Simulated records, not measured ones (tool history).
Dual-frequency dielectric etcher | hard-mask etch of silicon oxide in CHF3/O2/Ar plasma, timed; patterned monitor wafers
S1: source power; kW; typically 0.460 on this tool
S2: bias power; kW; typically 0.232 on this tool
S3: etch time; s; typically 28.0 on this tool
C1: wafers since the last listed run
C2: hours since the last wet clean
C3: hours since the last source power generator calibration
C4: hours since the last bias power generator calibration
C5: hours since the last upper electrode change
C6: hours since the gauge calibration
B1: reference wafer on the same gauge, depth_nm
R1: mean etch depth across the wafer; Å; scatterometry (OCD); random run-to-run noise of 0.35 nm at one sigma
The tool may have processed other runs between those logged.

| run | hour | S1 | S2 | S3 | C1 | C2 | C3 | C4 | C5 | C6 | B1 | R1 |
|---|---|---|---|---|---|---|---|---|---|---|---|---|
| 1 | 0.0 | 0.550 | 0.232 | 28.0 | 0 | 176.6 | 2536.6 | 3908.9 | 2482.4 | 153.4 | 52.0 | 584 |
| 2 | 17.0 | 0.550 | 0.232 | 28.0 | 165 | 193.6 | 2553.6 | 3925.9 | 2499.4 | 170.4 | 51.9 | 595 |
| 3 | 34.2 | 0.550 | 0.232 | 28.0 | 167 | 210.8 | 2570.8 | 3943.1 | 2516.6 | 187.6 | 52.1 | 593 |
| 4 | 45.0 | 0.460 | 0.232 | 32.0 | 104 | 221.6 | 2581.6 | 3953.9 | 2527.4 | 198.4 | 52.0 | 638 |
| 5 | 94.8 | 0.460 | 0.232 | 24.0 | 483 | 271.4 | 2631.4 | 4003.7 | 2577.2 | 248.2 | 52.0 | 486 |
|  | 113.4 | gauge calibrated |
|  | 121.8 | upper electrode replaced |
|  | 125.2 | wet clean of the chamber |
|  | 137.8 | bias power generator calibrated |
| 6 | 138.3 | 0.460 | 0.232 | 24.0 | 116 | 13.1 | 2674.9 | 0.5 | 16.5 | 24.9 | 52.2 | 471 |
| 7 | 146.1 | 0.460 | 0.232 | 24.0 | 75 | 20.9 | 2682.7 | 8.3 | 24.3 | 32.7 | 52.2 | 473 |
| 8 | 152.8 | 0.460 | 0.232 | 28.0 | 65 | 27.6 | 2689.4 | 15.0 | 31.0 | 39.4 | 52.1 | 550 |
|  | 156.9 | source power generator calibrated |
| 9 | 185.0 | 0.570 | 0.232 | 28.0 | 273 | 59.8 | 28.1 | 47.2 | 63.2 | 71.6 | 52.1 | 596 |
| 10 | 192.0 | 0.430 | 0.232 | 21.0 | 68 | 66.8 | 35.1 | 54.2 | 70.2 | 78.6 | 52.0 | 407 |
| 11 | 214.4 | 0.540 | 0.279 | 31.0 | 217 | 89.2 | 57.5 | 76.6 | 92.6 | 101.0 | 52.1 | 711 |
| 12 | 220.8 | 0.430 | 0.208 | 31.0 | 62 | 95.6 | 63.9 | 83.0 | 99.0 | 107.4 | 52.1 | 566 |
| 13 | 231.8 | 0.460 | 0.232 | 28.0 | 106 | 106.6 | 74.9 | 94.0 | 110.0 | 118.4 | 52.0 | 552 |
| 14 | 241.3 | 0.460 | 0.232 | 28.0 | 92 | 116.1 | 84.4 | 103.5 | 119.5 | 127.9 | 52.2 | 557 |
| 15 | 254.3 | 0.460 | 0.251 | 30.5 | 126 | 129.1 | 97.4 | 116.5 | 132.5 | 140.9 | 52.1 | 631 |
| 16 | 267.4 | 0.550 | 0.288 | 24.5 | 127 | 142.2 | 110.5 | 129.6 | 145.6 | 154.0 | 52.0 | 580 |

Branching from run 16: 4 alternative next runs. What would each branch give?
| A | 267.8 | 0.460 | 0.232 | 24.5 | 3 | 142.6 | 110.9 | 130.0 | 146.0 | 154.4 | ? | ? |
| B | 267.8 | 0.460 | 0.187 | 28.0 | 3 | 142.6 | 110.9 | 130.0 | 146.0 | 154.4 | ? | ? |
| C | 267.8 | 0.390 | 0.289 | 31.0 | 3 | 142.6 | 110.9 | 130.0 | 146.0 | 154.4 | ? | ? |
| D | 267.8 | 0.460 | 0.232 | 30.5 | 3 | 142.6 | 110.9 | 130.0 | 146.0 | 154.4 | ? | ? |

| run | B1 | R1 |
|---|---|---|
| A | 52.2 | 486 |
| B | 52.2 | 498 |
| C | 52.2 | 648 |
| D | 52.2 | 605 |
Take away the tool's hidden state, keep each run's random variation, and the runs would have read:
| run | R1 |
|---|---|
| A | 472 |
| B | 483 |
| C | 629 |
| D | 587 |
